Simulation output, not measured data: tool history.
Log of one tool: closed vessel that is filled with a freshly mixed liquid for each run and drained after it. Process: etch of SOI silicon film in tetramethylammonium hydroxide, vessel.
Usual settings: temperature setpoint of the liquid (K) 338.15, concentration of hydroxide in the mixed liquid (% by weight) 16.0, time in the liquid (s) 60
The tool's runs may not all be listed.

run	day	temperature setpoint of the liquid (K)	concentration of hydroxide in the mixed liquid (% by weight)	time in the liquid (s)	wafers since the last listed run	hours since the thermometer was replaced	hours since the hydroxide flow meter was replaced	hours since the gauge calibration	read-back film thickness of the SOI silicon film reference wafer, read on the same gauge (nm)	thickness taken off the SOI silicon film on a monitor wafer (nm)
1	0.000	343.65	16.0	60	0	1685.8	1140.1	100.8	39.98	336.17
2	0.521	343.65	16.0	60	1777	1698.3	1152.6	113.3	40.01	332.20
3	1.162	338.15	16.0	60	2189	1713.7	1168.0	128.7	39.99	238.94
4	1.675	338.15	16.0	60	1749	1726.0	1180.3	141.0	40.02	238.36
5	2.333	342.65	16.0	60	2246	1741.8	1196.1	156.8	39.97	313.55
6	2.808	342.65	16.0	60	1621	1753.2	1207.5	168.2	39.98	313.68
7	3.421	342.65	16.0	60	2090	1767.9	1222.2	182.9	39.98	313.47
8	3.996	338.15	13.0	35	1962	1781.7	1236.0	196.7	40.01	152.96
9	4.558	338.15	13.0	35	1919	1795.2	1249.5	210.2	40.01	151.82
10	5.125	338.15	13.0	35	1934	1808.8	1263.1	223.8	40.00	151.72
11	5.412	338.15	16.0	60	981	1815.7	1270.0	230.7	40.01	238.08
# day 7.267: gauge calibrated
12	7.458	340.15	16.0	60	6982	1864.8	1319.1	4.6	40.01	269.26
13	7.929	340.15	16.0	60	1606	1876.1	1330.4	15.9	40.02	267.29
14	8.642	338.15	16.0	60	2431	1893.2	1347.5	33.0	40.03	237.71
15	9.150	332.65	18.0	60	1734	1905.4	1359.7	45.2	39.99	160.79
16	9.679	341.65	17.5	95	1806	1918.1	1372.4	57.9	40.02	446.84
# day 9.862: hydroxide flow meter replaced
17	10.275	338.15	13.0	35	1891	1932.4	9.9	72.2	39.98	152.27
18	10.904	342.65	16.0	60	2147	1947.5	25.0	87.3	40.03	308.61
19	11.512	345.65	13.0	30	2076	1962.1	39.6	101.9	40.00	202.25
# day 11.688: thermometer replaced
20	12.104	343.65	16.0	45	1877	10.0	53.8	116.1	40.01	273.83
21	12.642	341.65	17.5	95	1834	22.9	66.7	129.0	39.98	495.63
22	13.362	338.15	14.0	85	2460	40.2	84.0	146.3	40.00	390.92
23	14.029	338.15	16.0	45	2275	56.2	100.0	162.3	39.99	195.96
24	14.775	338.15	16.0	60	2545	74.1	117.9	180.2	39.99	259.56

Forecast run 25:
25	15.058	343.65	18.5	50	967	80.9	124.7	187.0	?	?

read-back film thickness of the SOI silicon film reference wafer, read on the same gauge (nm): 40.01
thickness taken off the SOI silicon film on a monitor wafer (nm): 286.01
Without the tool's hidden state the same run would have given thickness taken off the SOI silicon film on a monitor wafer (nm) 290.23.

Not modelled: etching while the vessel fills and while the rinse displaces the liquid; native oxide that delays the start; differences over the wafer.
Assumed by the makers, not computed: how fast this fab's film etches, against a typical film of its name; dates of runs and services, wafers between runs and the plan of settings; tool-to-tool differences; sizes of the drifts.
